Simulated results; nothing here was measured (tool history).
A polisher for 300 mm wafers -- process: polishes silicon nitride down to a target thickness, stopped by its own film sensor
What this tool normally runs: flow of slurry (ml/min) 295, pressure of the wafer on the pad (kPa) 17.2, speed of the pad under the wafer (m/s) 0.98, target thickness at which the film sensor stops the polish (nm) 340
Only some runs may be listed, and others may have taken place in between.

run	day	flow of slurry (ml/min)	pressure of the wafer on the pad (kPa)	speed of the pad under the wafer (m/s)	target thickness at which the film sensor stops the polish (nm)	incoming thickness of the incoming film, nm	time until the film sensor stopped the polish (s)
1	0.000	295	17.2	0.98	340	423.1	66.2
2	0.688	295	17.2	0.98	340	420.3	64.6
3	0.967	215	17.2	0.98	340	415.9	64.3
4	1.338	215	17.2	0.98	340	415.7	63.8
# day 1.779: worn pad replaced by a new one
5	1.908	295	17.2	0.98	340	420.0	63.6
6	2.588	295	17.2	0.98	340	426.7	69.7
7	3.158	295	17.2	1.14	350	419.1	50.1
8	3.908	295	17.2	1.14	350	422.4	51.9
# day 4.471: slurry nozzle cleaned
# day 4.575: worn pad replaced by a new one
9	4.596	295	17.2	1.14	350	412.6	44.5
# day 5.129: head pressure recalibrated
10	5.267	295	17.2	0.98	340	417.9	62.9
11	5.567	295	17.2	0.98	340	422.2	66.7
12	5.979	295	17.2	0.98	340	419.5	63.3
13	6.558	385	17.2	1.14	340	426.8	60.8
# day 6.992: worn pad replaced by a new one
14	7.804	295	17.2	0.76	358	420.4	61.1
15	8.492	295	17.2	1.08	340	421.1	60.0
16	8.775	400	17.2	0.98	349	414.6	51.5
# day 9.254: worn pad replaced by a new one
17	9.275	295	17.2	0.68	340	423.4	89.1
18	9.433	295	17.2	1.24	340	419.7	53.3
19	10.167	295	17.2	0.98	340	414.7	60.3
20	10.517	245	17.2	0.68	367	429.2	68.0
21	10.779	295	17.2	0.98	340	425.9	69.3
22	11.262	295	17.2	0.98	340	420.0	64.8
# day 11.617: worn pad replaced by a new one
23	11.904	295	22.1	1.28	340	421.5	41.9
24	12.383	295	17.2	0.98	340	416.8	61.4

5 options for the next run, each taken on its own from the tool as it stands now. Forecast them:
A	12.404	295	17.2	0.98	340	411.6	?
B	12.404	205	17.2	0.98	340	411.6	?
C	12.404	265	17.2	0.86	329	411.6	?
D	12.404	295	22.1	0.98	340	411.6	?
E	12.404	205	17.2	1.24	340	411.6	?

run	time until the film sensor stopped the polish (s)
A	58.1
B	60.8
C	75.3
D	45.4
E	50.4
Had the tool no hidden state, the same runs would have come out as:
run	time until the film sensor stopped the polish (s)
A	58.1
B	60.8
C	75.3
D	45.4
E	50.4

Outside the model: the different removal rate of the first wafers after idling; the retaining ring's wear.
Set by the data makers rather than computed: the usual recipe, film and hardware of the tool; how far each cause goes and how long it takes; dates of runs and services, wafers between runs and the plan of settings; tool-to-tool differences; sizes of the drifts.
